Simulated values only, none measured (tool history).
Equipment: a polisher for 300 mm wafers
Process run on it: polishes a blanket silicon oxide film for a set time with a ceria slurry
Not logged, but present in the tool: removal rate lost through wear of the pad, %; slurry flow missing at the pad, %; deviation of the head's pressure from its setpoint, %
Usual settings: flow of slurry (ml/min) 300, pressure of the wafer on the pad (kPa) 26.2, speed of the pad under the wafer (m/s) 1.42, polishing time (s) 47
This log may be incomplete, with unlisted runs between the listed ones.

run	hour	flow of slurry (ml/min)	pressure of the wafer on the pad (kPa)	speed of the pad under the wafer (m/s)	polishing time (s)	wafers since the last listed run	wafers polished on this pad	hours since the slurry nozzle was cleaned	hours since the head pressure was calibrated	incoming thickness of the incoming film, nm	film removed (angstrom)
1	0	300	22.1	1.42	47	0	1280	263.3	676.4	974.7	3015
2	26.3	300	22.1	1.42	47	173	1454	289.6	702.7	989.7	2989
# hour 55.8: slurry nozzle cleaned
# hour 61.6: worn pad replaced by a new one
3	63.6	300	26.2	1.54	52	213	13	7.8	740	986.8	4392
4	130.3	300	26.2	1.42	47	440	453	74.5	806.7	992.1	3660
5	167.7	300	26.2	1.42	47	246	700	111.9	844.1	1000.3	3709
# hour 224.4: head pressure recalibrated
6	357.9	300	24.1	1.42	52	1242	1942	302.1	133.5	1002.5	3336
# hour 359.5: slurry nozzle cleaned
# hour 377.2: worn pad replaced by a new one
7	407.2	300	24.1	1.42	52	292	198	47.7	182.8	987	3517
8	466.3	300	26.2	1.42	47	390	588	106.8	241.9	987.7	3465
9	552.1	300	26.2	1.42	47	566	1154	192.6	327.7	976.7	3486
10	593	300	26.2	1.42	60	269	1424	233.5	368.6	984.8	4469
11	659.5	300	26.2	1.42	60	438	1863	300	435.1	999.6	4459
# hour 678.1: worn pad replaced by a new one
# hour 693.5: slurry nozzle cleaned
12	704.1	300	26.2	1.42	47	261	164	10.6	479.7	991	3670
13	747.5	300	26.2	1.42	47	286	451	54	523.1	989.8	3578
14	817	300	26.2	1.64	47	458	910	123.5	592.6	980.2	4139
15	878.4	300	30.3	1.12	36	405	1315	184.9	654	1002	2576
16	917	300	35.2	1.58	57	254	1570	223.5	692.6	1000.9	6335
17	941.6	300	26.2	1.42	47	162	1732	248.1	717.2	988.4	3588
# hour 984.1: worn pad replaced by a new one
# hour 1004.2: slurry nozzle cleaned
18	1016.7	300	17.2	1.42	47	462	208	12.5	792.3	982.7	2449
19	1065.8	245	26.2	1.42	56	324	532	61.6	841.4	974.9	4302
# hour 1096.6: head pressure recalibrated
20	1120.2	300	26.2	1.42	47	345	878	116	23.6	992.9	3370
21	1190.1	370	20.7	1.42	47	461	1339	185.9	93.5	988.4	2733
22	1224.2	300	26.2	1.42	47	225	1565	220	127.6	994.8	3393
# hour 1241.1: worn pad replaced by a new one
23	1280	300	30.3	1.42	47	341	256	275.8	183.4	981.6	3871
24	1339.4	340	26.2	1.8	41	392	648	335.2	242.8	992.5	3664
# hour 1351.6: slurry nozzle cleaned
25	1398	300	26.2	1.42	47	380	1029	46.4	301.4	976	3455
26	1422.2	265	26.2	1.62	57	159	1188	70.6	325.6	982.6	4761

Table of differences, measured result less the result of that run with no hidden state. Run-to-run variation is the same in both. Gauge scatter possibly is not:
run	film removed (angstrom)
1	+100
2	+86
3	+269
4	+242
5	+250
6	-121
7	+60
8	+71
9	+75
10	+86
11	+47
12	+172
13	+179
14	+222
15	+138
16	+327
17	+178
18	+190
19	+348
20	-43
21	-27
22	-45
23	-73
24	-101
25	+55
26	+79
